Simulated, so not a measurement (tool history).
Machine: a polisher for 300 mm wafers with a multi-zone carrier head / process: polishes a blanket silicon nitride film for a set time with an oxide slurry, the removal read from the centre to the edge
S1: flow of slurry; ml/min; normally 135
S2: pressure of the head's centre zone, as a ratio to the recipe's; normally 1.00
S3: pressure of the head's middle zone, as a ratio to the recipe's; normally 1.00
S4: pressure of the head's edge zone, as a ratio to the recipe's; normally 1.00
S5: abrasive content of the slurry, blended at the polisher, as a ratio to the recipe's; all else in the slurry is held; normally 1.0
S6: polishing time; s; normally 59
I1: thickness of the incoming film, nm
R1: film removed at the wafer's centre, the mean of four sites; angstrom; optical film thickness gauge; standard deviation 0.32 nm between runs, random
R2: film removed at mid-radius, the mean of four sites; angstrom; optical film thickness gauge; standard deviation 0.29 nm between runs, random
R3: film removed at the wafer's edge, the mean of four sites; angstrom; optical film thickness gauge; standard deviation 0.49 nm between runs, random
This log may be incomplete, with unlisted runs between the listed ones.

run	day	S1	S2	S3	S4	S5	S6	I1	R1	R2	R3
1	0.000	135	1.00	1.00	1.00	1.0	59	302.9	355	400	382
2	0.904	135	1.00	1.00	1.00	1.0	59	299.4	353	397	391
3	1.838	135	1.00	1.00	1.00	1.0	59	301.3	352	397	388
4	2.733	135	1.00	1.00	1.00	1.0	59	301.6	350	396	379
# day 3.292: worn pad replaced by a new one
5	4.004	120	1.00	1.06	1.00	1.0	59	303.3	341	402	375
6	4.900	120	1.00	1.06	1.00	1.0	59	297.7	342	397	374
7	8.967	135	1.00	1.00	0.91	1.0	59	297.1	352	401	364
# day 9.379: worn pad replaced by a new one
# day 9.383: centre zone pressure recalibrated
# day 9.721: carrier head's membrane replaced by a new one
8	10.454	135	1.00	1.00	0.91	1.0	59	301.2	382	407	363
9	10.971	135	1.00	1.00	1.00	1.0	59	299.4	380	399	373
10	12.162	135	1.00	1.00	1.00	0.9	47	293.3	293	309	292
11	12.979	135	1.00	1.00	1.00	1.0	59	300.9	383	402	386
# day 13.296: slurry nozzle cleaned
12	13.708	135	0.91	1.00	1.09	1.0	59	295.3	351	397	395
13	14.825	170	1.07	1.00	1.00	0.8	59	301.7	386	381	369
# day 15.729: worn pad replaced by a new one
14	16.104	115	0.92	1.00	1.05	1.0	73	299.8	410	483	473
# day 17.125: edge zone pressure recalibrated
15	17.146	135	1.00	1.00	1.00	1.0	59	299.8	376	402	379
16	17.771	135	1.00	0.90	1.00	1.0	59	299.8	374	376	386
17	18.396	170	1.09	1.00	1.00	1.3	48	301.6	376	375	347
18	19.733	135	1.00	1.00	1.00	1.0	59	302.9	365	402	378
19	20.871	170	1.07	1.00	1.00	0.8	59	302.5	377	386	363
# day 21.438: worn pad replaced by a new one
20	21.858	135	0.90	1.08	1.00	1.0	54	299.9	307	384	340
21	23.217	180	1.00	1.00	1.00	1.0	66	303.8	437	472	449
22	24.708	135	1.08	1.10	1.00	1.0	59	301.0	391	426	385
23	26.188	135	1.00	1.00	0.89	1.0	59	303.3	358	400	364

3 ways to go on from here, each from the tool as it stands after run 23. What would each give?
A	26.204	135	1.00	0.88	1.00	1.0	59	302.1	?	?	?
B	26.204	135	1.00	1.00	1.00	1.3	59	302.1	?	?	?
C	26.204	160	0.95	1.00	1.00	1.0	49	302.1	?	?	?

run	R1	R2	R3
A	357	377	379
B	392	443	415
C	295	348	323
Stripped of hidden state, with their random variation kept, the same runs would have yielded:
run	R1	R2	R3
A	384	377	379
B	421	443	415
C	317	348	323
